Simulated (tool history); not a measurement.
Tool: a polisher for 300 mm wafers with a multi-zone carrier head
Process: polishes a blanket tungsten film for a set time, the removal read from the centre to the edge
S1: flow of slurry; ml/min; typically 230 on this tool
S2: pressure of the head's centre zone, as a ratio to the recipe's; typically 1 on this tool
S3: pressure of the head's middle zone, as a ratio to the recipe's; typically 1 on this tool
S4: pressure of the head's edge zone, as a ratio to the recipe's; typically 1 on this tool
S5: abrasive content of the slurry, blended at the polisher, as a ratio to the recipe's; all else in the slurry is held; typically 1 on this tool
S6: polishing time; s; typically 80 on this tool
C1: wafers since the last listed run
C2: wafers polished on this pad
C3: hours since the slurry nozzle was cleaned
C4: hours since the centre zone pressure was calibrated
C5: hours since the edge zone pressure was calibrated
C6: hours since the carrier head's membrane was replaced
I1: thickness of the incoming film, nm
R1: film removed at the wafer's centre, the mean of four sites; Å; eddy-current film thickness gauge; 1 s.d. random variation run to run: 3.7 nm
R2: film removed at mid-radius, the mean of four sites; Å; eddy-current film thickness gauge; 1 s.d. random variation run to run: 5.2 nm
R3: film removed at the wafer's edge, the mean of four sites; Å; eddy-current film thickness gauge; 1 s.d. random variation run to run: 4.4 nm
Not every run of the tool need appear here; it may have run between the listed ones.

{"run": 1, "day": 0.0, "S1": 230, "S2": 1, "S3": 1, "S4": 1, "S5": 1, "S6": 59, "C1": 0, "C2": 12, "C3": 571, "C4": 41.3, "C5": 55, "C6": 142, "I1": 1530.1, "R1": 2742, "R2": 2717, "R3": 2658}
{"run": 2, "day": 0.621, "S1": 230, "S2": 1, "S3": 1, "S4": 1, "S5": 1, "S6": 80, "C1": 188, "C2": 200, "C3": 585.9, "C4": 56.2, "C5": 69.9, "C6": 156.9, "I1": 1506.6, "R1": 3714, "R2": 3671, "R3": 3632}
{"run": 3, "day": 0.946, "S1": 230, "S2": 1, "S3": 1, "S4": 1, "S5": 0.85, "S6": 55, "C1": 98, "C2": 299, "C3": 593.7, "C4": 64, "C5": 77.7, "C6": 164.7, "I1": 1528.6, "R1": 2455, "R2": 2457, "R3": 2310}
{"run": 4, "day": 1.554, "S1": 230, "S2": 1, "S3": 1.07, "S4": 0.89, "S5": 1, "S6": 53, "C1": 184, "C2": 483, "C3": 608.3, "C4": 78.6, "C5": 92.3, "C6": 179.3, "I1": 1519.5, "R1": 2504, "R2": 2585, "R3": 2282}
{"day": 1.892, "done": "slurry nozzle cleaned"}
{"run": 5, "day": 2.175, "S1": 230, "S2": 1.08, "S3": 0.96, "S4": 1.06, "S5": 1, "S6": 80, "C1": 175, "C2": 658, "C3": 6.8, "C4": 93.5, "C5": 107.2, "C6": 194.2, "I1": 1531.5, "R1": 3890, "R2": 3346, "R3": 3636}
{"run": 6, "day": 2.638, "S1": 230, "S2": 0.9, "S3": 0.92, "S4": 1.06, "S5": 1, "S6": 52, "C1": 140, "C2": 798, "C3": 17.9, "C4": 104.6, "C5": 118.3, "C6": 205.3, "I1": 1522.9, "R1": 2260, "R2": 2084, "R3": 2345}
{"run": 7, "day": 2.938, "S1": 230, "S2": 1, "S3": 1, "S4": 1, "S5": 1, "S6": 80, "C1": 90, "C2": 889, "C3": 25.1, "C4": 111.8, "C5": 125.5, "C6": 212.5, "I1": 1534.2, "R1": 3684, "R2": 3535, "R3": 3536}
{"run": 8, "day": 3.525, "S1": 230, "S2": 0.89, "S3": 0.96, "S4": 1, "S5": 0.8, "S6": 67, "C1": 177, "C2": 1067, "C3": 39.2, "C4": 125.9, "C5": 139.6, "C6": 226.6, "I1": 1508.2, "R1": 2683, "R2": 2664, "R3": 2743}
{"run": 9, "day": 4.262, "S1": 230, "S2": 1, "S3": 1, "S4": 1, "S5": 1, "S6": 59, "C1": 223, "C2": 1290, "C3": 56.9, "C4": 143.6, "C5": 157.3, "C6": 244.3, "I1": 1503.1, "R1": 2644, "R2": 2570, "R3": 2590}
{"run": 10, "day": 4.842, "S1": 230, "S2": 1, "S3": 0.88, "S4": 1, "S5": 1.1, "S6": 80, "C1": 175, "C2": 1466, "C3": 70.8, "C4": 157.5, "C5": 171.2, "C6": 258.2, "I1": 1519.7, "R1": 3640, "R2": 3011, "R3": 3558}
{"day": 5.312, "done": "worn pad replaced by a new one"}
{"run": 11, "day": 5.333, "S1": 155, "S2": 1, "S3": 1, "S4": 1, "S5": 1, "S6": 80, "C1": 98, "C2": 6, "C3": 82.6, "C4": 169.3, "C5": 183, "C6": 270, "I1": 1506.1, "R1": 3458, "R2": 3432, "R3": 3375}
{"run": 12, "day": 5.538, "S1": 300, "S2": 1, "S3": 1.06, "S4": 0.94, "S5": 1, "S6": 106, "C1": 61, "C2": 68, "C3": 87.5, "C4": 174.2, "C5": 187.9, "C6": 274.9, "I1": 1543.6, "R1": 5092, "R2": 5272, "R3": 4756}
{"run": 13, "day": 6.208, "S1": 230, "S2": 1, "S3": 1, "S4": 1, "S5": 1, "S6": 60, "C1": 203, "C2": 271, "C3": 103.6, "C4": 190.3, "C5": 204, "C6": 291, "I1": 1523.9, "R1": 2728, "R2": 2806, "R3": 2609}
{"run": 14, "day": 6.7, "S1": 230, "S2": 1, "S3": 1, "S4": 1, "S5": 0.7, "S6": 58, "C1": 148, "C2": 420, "C3": 115.4, "C4": 202.1, "C5": 215.8, "C6": 302.8, "I1": 1516.5, "R1": 2437, "R2": 2399, "R3": 2343}
{"run": 15, "day": 7.162, "S1": 160, "S2": 1, "S3": 1, "S4": 1, "S5": 1, "S6": 80, "C1": 140, "C2": 560, "C3": 126.5, "C4": 213.2, "C5": 226.9, "C6": 313.9, "I1": 1551.2, "R1": 3451, "R2": 3259, "R3": 3440}
{"run": 16, "day": 7.721, "S1": 230, "S2": 1, "S3": 1, "S4": 1, "S5": 0.85, "S6": 80, "C1": 169, "C2": 729, "C3": 139.9, "C4": 226.6, "C5": 240.3, "C6": 327.3, "I1": 1513, "R1": 3618, "R2": 3460, "R3": 3411}
{"run": 17, "day": 8.429, "S1": 230, "S2": 1, "S3": 1, "S4": 1.04, "S5": 1, "S6": 63, "C1": 214, "C2": 943, "C3": 156.9, "C4": 243.6, "C5": 257.3, "C6": 344.3, "I1": 1506.5, "R1": 2859, "R2": 2822, "R3": 2826}
{"run": 18, "day": 8.883, "S1": 230, "S2": 1, "S3": 1, "S4": 0.9, "S5": 1, "S6": 96, "C1": 137, "C2": 1081, "C3": 167.8, "C4": 254.5, "C5": 268.2, "C6": 355.2, "I1": 1498.3, "R1": 4365, "R2": 4339, "R3": 4138}
{"run": 19, "day": 9.6, "S1": 230, "S2": 0.92, "S3": 1, "S4": 1, "S5": 1, "S6": 80, "C1": 217, "C2": 1298, "C3": 185, "C4": 271.7, "C5": 285.4, "C6": 372.4, "I1": 1522.4, "R1": 3427, "R2": 3507, "R3": 3449}
{"run": 20, "day": 9.892, "S1": 230, "S2": 1, "S3": 1, "S4": 0.89, "S5": 1.1, "S6": 64, "C1": 88, "C2": 1386, "C3": 192, "C4": 278.7, "C5": 292.4, "C6": 379.4, "I1": 1498.4, "R1": 2910, "R2": 2923, "R3": 2757}
{"run": 21, "day": 10.567, "S1": 230, "S2": 1, "S3": 1, "S4": 1, "S5": 1.25, "S6": 80, "C1": 204, "C2": 1591, "C3": 208.2, "C4": 294.9, "C5": 308.6, "C6": 395.6, "I1": 1534.9, "R1": 3737, "R2": 3644, "R3": 3571}

How the hidden state differs across the entries between the runs, from the last listed run before each to the first after it:
Logged between run 4 and run 5: slurry nozzle cleaned (day 1.892)
  removal rate lost through wear of the pad, %: 0.627 -> 1.01
  what was measured, less what the result would be without the hidden state, R1: -16 -> -40 Å; R2: -16 -> -34 Å; R3: -14 -> -37 Å
Logged between run 10 and run 11: worn pad replaced by a new one (day 5.312)
  removal rate lost through wear of the pad, %: 4.1 -> 0.55
  what was measured, less what the result would be without the hidden state, R1: -155 -> -19 Å; R2: -129 -> -19 Å; R3: -152 -> -19 Å

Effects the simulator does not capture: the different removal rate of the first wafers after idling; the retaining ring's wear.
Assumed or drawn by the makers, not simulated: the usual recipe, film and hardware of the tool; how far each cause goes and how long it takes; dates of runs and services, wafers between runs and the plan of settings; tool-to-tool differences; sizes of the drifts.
